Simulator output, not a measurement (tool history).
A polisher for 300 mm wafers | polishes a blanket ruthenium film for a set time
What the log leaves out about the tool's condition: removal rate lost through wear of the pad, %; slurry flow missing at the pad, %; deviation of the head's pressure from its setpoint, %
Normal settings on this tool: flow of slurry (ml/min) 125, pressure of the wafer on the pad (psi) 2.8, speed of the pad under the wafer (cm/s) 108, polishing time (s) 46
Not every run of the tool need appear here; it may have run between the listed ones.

run   hour  flow of slurry (ml/min)  pressure of the wafer on the pad (psi)  speed of the pad under the wafer (cm/s)  polishing time (s)  wafers since the last listed run  wafers polished on this pad  hours since the slurry nozzle was cleaned  hours since the head pressure was calibrated  incoming thickness of the incoming film, nm  film removed (angstrom)
  1      0                      115                                     3.1                                      108                  46                                 0                          628                                      535.3                                           545                                        281.5                      664
       9.2  -- worn pad replaced by a new one
  2   10.2                      115                                     3.1                                      108                  46                                76                           12                                      545.5                                         555.2                                        282.4                      691
  3     19                      115                                     3.1                                      108                  46                               108                          120                                      554.3                                           564                                        277.4                      679
  4   25.8                      125                                     2.8                                      108                  46                                83                          203                                      561.1                                         570.8                                        275.7                      626
  5   38.1                      125                                     2.8                                      108                  46                               151                          354                                      573.4                                         583.1                                        283.2                      605
      55.6  -- worn pad replaced by a new one
  6   56.1                      125                                     2.8                                      108                  46                               172                            6                                      591.4                                         601.1                                        279.7                      644
  7   59.3                      160                                     2.8                                      108                  46                                39                           45                                      594.6                                         604.3                                        282.5                      667
      71.7  -- head pressure recalibrated
  8   72.2                      160                                     2.8                                      108                  46                               133                          179                                      607.5                                           0.5                                        278.9                      649
  9   76.1                      160                                     2.8                                      108                  46                                47                          227                                      611.4                                           4.4                                        280.7                      637
 10   82.1                      125                                     2.8                                      108                  46                                73                          301                                      617.4                                          10.4                                        278.9                      636
 11   88.4                      125                                     2.8                                      108                  46                                77                          378                                      623.7                                          16.7                                        284.8                      606
 12   98.8                      125                                     2.8                                      108                  46                               127                          506                                      634.1                                          27.1                                        280.8                      598
 13  108.4                       85                                     3.1                                      108                  46                               117                          624                                      643.7                                          36.7                                        277.5                      614
     112.6  -- worn pad replaced by a new one
 14  118.4                       85                                     2.1                                      108                  32                                73                           71                                      653.7                                          46.7                                        277.7                      341
     126.1  -- slurry nozzle cleaned
 15    131                      105                                     3.5                                       78                  46                               142                          214                                        4.9                                          59.3                                        276.7                      521
 16  145.9                       95                                     2.8                                      108                  37                               183                          397                                       19.8                                          74.2                                        280.8                      482
 17  158.9                      125                                     2.8                                      108                  46                               159                          557                                       32.8                                          87.2                                        278.3                      599
     166.1  -- worn pad replaced by a new one
 18  176.3                      145                                     3.8                                       94                  32                               164                          124                                       50.2                                         104.6                                        278.5                      490
 19  186.1                      105                                     3.2                                      108                  46                               120                          245                                         60                                         114.4                                        281.9                      661
 20  197.4                      125                                     2.8                                      108                  37                               138                          384                                       71.3                                         125.7                                        281.4                      499

3 ways to go on from here, each from the tool as it stands after run 20. What would each give?
  A  197.8                      125                                     2.8                                      108                  46                                 4                          389                                       71.7                                         126.1                                        276.9                        ?
  B  197.8                       80                                     3.3                                       94                  35                                 4                          389                                       71.7                                         126.1                                        276.9                        ?
  C  197.8                      165                                     2.8                                      108                  54                                 4                          389                                       71.7                                         126.1                                        276.9                        ?

run  film removed (angstrom)
  A                      615
  B                      429
  C                      751
With no hidden state in the tool, these same runs would have given:
run  film removed (angstrom)
  A                      656
  B                      457
  C                      801
